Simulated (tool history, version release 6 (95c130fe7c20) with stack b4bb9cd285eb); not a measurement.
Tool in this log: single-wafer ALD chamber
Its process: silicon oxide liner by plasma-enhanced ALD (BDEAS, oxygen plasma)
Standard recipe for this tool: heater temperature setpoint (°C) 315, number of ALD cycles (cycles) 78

| run | day | heater temperature setpoint (°C) | number of ALD cycles (cycles) | wafers since the last listed run | hours since the last thermocouple change | hours since the gauge calibration | read-back reference wafer on the same gauge, thickness_nm | mean film thickness on the monitor wafer (Å) |
|---|---|---|---|---|---|---|---|---|
| 1 | 0.000 | 320 | 78 | 0 | 1459.6 | 988.3 | 7.598 | 69.04 |
| 2 | 2.908 | 315 | 83 | 413 | 1529.4 | 1058.1 | 7.603 | 74.20 |
| 3 | 6.542 | 315 | 83 | 516 | 1616.6 | 1145.3 | 7.602 | 73.90 |
| 4 | 10.600 | 315 | 83 | 576 | 1714.0 | 1242.7 | 7.620 | 74.25 |
| 5 | 14.021 | 315 | 78 | 486 | 1796.1 | 1324.8 | 7.624 | 69.99 |
| 6 | 17.958 | 315 | 73 | 559 | 1890.6 | 1419.3 | 7.634 | 65.62 |
| 7 | 22.442 | 315 | 73 | 637 | 1998.2 | 1526.9 | 7.645 | 65.34 |
| 8 | 26.188 | 315 | 73 | 532 | 2088.1 | 1616.8 | 7.648 | 65.61 |
| 9 | 30.471 | 315 | 78 | 608 | 2190.9 | 1719.6 | 7.659 | 70.24 |
| 10 | 32.725 | 315 | 78 | 320 | 2245.0 | 1773.7 | 7.665 | 70.09 |
| 11 | 36.717 | 323 | 78 | 567 | 2340.8 | 1869.5 | 7.675 | 69.64 |
| 12 | 40.625 | 323 | 78 | 555 | 2434.6 | 1963.3 | 7.683 | 69.55 |
|  | 42.425 | thermocouple changed; heater temperature recalibrated |
| 13 | 44.412 | 315 | 78 | 490 | 47.7 | 2054.2 | 7.685 | 70.20 |
|  | 45.608 | gauge calibrated |
| 14 | 48.329 | 315 | 78 | 556 | 141.7 | 65.3 | 7.522 | 68.53 |
| 15 | 52.342 | 307 | 74 | 570 | 238.0 | 161.6 | 7.529 | 66.26 |
| 16 | 56.038 | 315 | 68 | 525 | 326.7 | 250.3 | 7.540 | 60.09 |
| 17 | 60.525 | 315 | 78 | 637 | 434.4 | 358.0 | 7.547 | 69.34 |
| 18 | 62.517 | 315 | 74 | 283 | 482.2 | 405.8 | 7.549 | 65.45 |
| 19 | 64.638 | 320 | 64 | 301 | 533.1 | 456.7 | 7.557 | 56.48 |
| 20 | 68.192 | 315 | 83 | 505 | 618.4 | 542.0 | 7.563 | 74.04 |
| 21 | 71.583 | 315 | 78 | 481 | 699.8 | 623.4 | 7.568 | 69.39 |
| 22 | 74.496 | 305 | 72 | 413 | 769.7 | 693.3 | 7.575 | 64.76 |
| 23 | 78.079 | 302 | 78 | 509 | 855.7 | 779.3 | 7.583 | 70.68 |
| 24 | 81.950 | 309 | 78 | 550 | 948.6 | 872.2 | 7.590 | 69.87 |
| 25 | 85.950 | 315 | 78 | 568 | 1044.6 | 968.2 | 7.595 | 69.20 |
| 26 | 88.308 | 324 | 91 | 335 | 1101.2 | 1024.8 | 7.605 | 80.52 |
| 27 | 90.150 | 315 | 69 | 261 | 1145.4 | 1069.0 | 7.601 | 61.45 |
| 28 | 92.767 | 307 | 91 | 371 | 1208.2 | 1131.8 | 7.610 | 82.15 |

Forecast each of these 3 alternatives for the next run:
| A | 92.788 | 303 | 78 | 2 | 1208.7 | 1132.3 | ? | ? |
| B | 92.788 | 315 | 65 | 2 | 1208.7 | 1132.3 | ? | ? |
| C | 92.788 | 315 | 70 | 2 | 1208.7 | 1132.3 | ? | ? |

| run | read-back reference wafer on the same gauge, thickness_nm | mean film thickness on the monitor wafer (Å) |
|---|---|---|
| A | 7.613 | 70.62 |
| B | 7.613 | 57.98 |
| C | 7.613 | 62.44 |
Without the tool's unlogged condition, the same runs would have read:
| run | mean film thickness on the monitor wafer (Å) |
|---|---|
| A | 69.78 |
| B | 57.28 |
| C | 61.69 |
